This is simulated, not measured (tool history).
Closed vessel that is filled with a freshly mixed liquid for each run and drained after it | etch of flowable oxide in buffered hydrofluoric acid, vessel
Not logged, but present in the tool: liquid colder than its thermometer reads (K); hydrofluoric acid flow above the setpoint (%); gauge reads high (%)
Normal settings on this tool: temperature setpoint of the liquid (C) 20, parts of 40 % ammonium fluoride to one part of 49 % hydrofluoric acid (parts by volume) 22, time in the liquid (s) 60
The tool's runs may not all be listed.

| run | hour | temperature setpoint of the liquid (C) | parts of 40 % ammonium fluoride to one part of 49 % hydrofluoric acid (parts by volume) | time in the liquid (s) | wafers since the last listed run | hours since the thermometer was replaced | hours since the hydrofluoric acid flow meter was replaced | hours since the gauge calibration | read-back film thickness of the flowable oxide reference wafer, read on the same gauge (nm) | thickness taken off the flowable oxide on a monitor wafer (angstrom) |
|---|---|---|---|---|---|---|---|---|---|---|
| 1 | 0 | 18 | 22 | 60 | 0 | 1105.5 | 109.3 | 243.9 | 49.96 | 413.1 |
| 2 | 19.3 | 20 | 22 | 60 | 2248 | 1124.8 | 128.6 | 263.2 | 50.03 | 475.1 |
| 3 | 36.7 | 20 | 22 | 35 | 2027 | 1142.2 | 146 | 280.6 | 50.03 | 276.3 |
| 4 | 62.4 | 21 | 22 | 45 | 2994 | 1167.9 | 171.7 | 306.3 | 50 | 375.7 |
| 5 | 94 | 21 | 22 | 45 | 3681 | 1199.5 | 203.3 | 337.9 | 50.02 | 375.3 |
| 6 | 122 | 21 | 22 | 45 | 3262 | 1227.5 | 231.3 | 365.9 | 50.04 | 382.3 |
| 7 | 150.2 | 17.5 | 28.5 | 60 | 3285 | 1255.7 | 259.5 | 394.1 | 50.03 | 347.6 |
| 8 | 167 | 17.5 | 28.5 | 60 | 1957 | 1272.5 | 276.3 | 410.9 | 50.03 | 350.6 |
|  | 222 | gauge calibrated |
| 9 | 247.2 | 17.5 | 28.5 | 60 | 9344 | 1352.7 | 356.5 | 25.2 | 50.02 | 355.4 |
| 10 | 268.6 | 18.5 | 22 | 50 | 2493 | 1374.1 | 377.9 | 46.6 | 49.94 | 373.7 |
| 11 | 282.6 | 18.5 | 22 | 50 | 1631 | 1388.1 | 391.9 | 60.6 | 49.99 | 377.2 |
|  | 314.9 | thermometer replaced |
|  | 317.2 | hydrofluoric acid flow meter replaced |
| 12 | 317.7 | 22 | 25 | 70 | 3856 | 2.8 | 0.5 | 95.7 | 50.04 | 555.1 |
| 13 | 335.3 | 20 | 22 | 60 | 2050 | 20.4 | 18.1 | 113.3 | 49.99 | 468.8 |
| 14 | 368.7 | 20 | 22 | 60 | 3891 | 53.8 | 51.5 | 146.7 | 49.99 | 469.2 |
| 15 | 398.7 | 18.5 | 19 | 30 | 3495 | 83.8 | 81.5 | 176.7 | 50.03 | 245 |
| 16 | 432.6 | 17 | 22 | 60 | 3949 | 117.7 | 115.4 | 210.6 | 50 | 402.6 |
| 17 | 448.9 | 23.5 | 29.5 | 60 | 1899 | 134 | 131.7 | 226.9 | 49.99 | 468.9 |
| 18 | 484.1 | 20 | 22 | 60 | 4101 | 169.2 | 166.9 | 262.1 | 50 | 480 |
| 19 | 576.7 | 21.5 | 19.5 | 80 | 10788 | 261.8 | 259.5 | 354.7 | 49.97 | 777.4 |
| 20 | 599.6 | 24.5 | 15 | 45 | 2668 | 284.7 | 282.4 | 377.6 | 49.98 | 680.1 |
|  | 620.1 | gauge calibrated |
| 21 | 629 | 20 | 25.5 | 40 | 3425 | 314.1 | 311.8 | 8.9 | 49.97 | 294 |
| 22 | 653.4 | 20 | 30 | 45 | 2842 | 338.5 | 336.2 | 33.3 | 49.99 | 302.3 |

Below are 4 alternative next runs, each starting from the tool's condition after run 22. Predict each:
| A | 654.1 | 20 | 29 | 60 | 81 | 339.2 | 336.9 | 34 | ? | ? |
| B | 654.1 | 17 | 19.5 | 95 | 81 | 339.2 | 336.9 | 34 | ? | ? |
| C | 654.1 | 17 | 28.5 | 35 | 81 | 339.2 | 336.9 | 34 | ? | ? |
| D | 654.1 | 20 | 17.5 | 60 | 81 | 339.2 | 336.9 | 34 | ? | ? |

| run | read-back film thickness of the flowable oxide reference wafer, read on the same gauge (nm) | thickness taken off the flowable oxide on a monitor wafer (angstrom) |
|---|---|---|
| A | 50.01 | 409.3 |
| B | 50.01 | 743.3 |
| C | 50.01 | 203.8 |
| D | 50.01 | 619.1 |
Had the tool no hidden state, the same runs would have come out as:
| run | thickness taken off the flowable oxide on a monitor wafer (angstrom) |
|---|---|
| A | 385.8 |
| B | 683 |
| C | 192.1 |
| D | 569 |
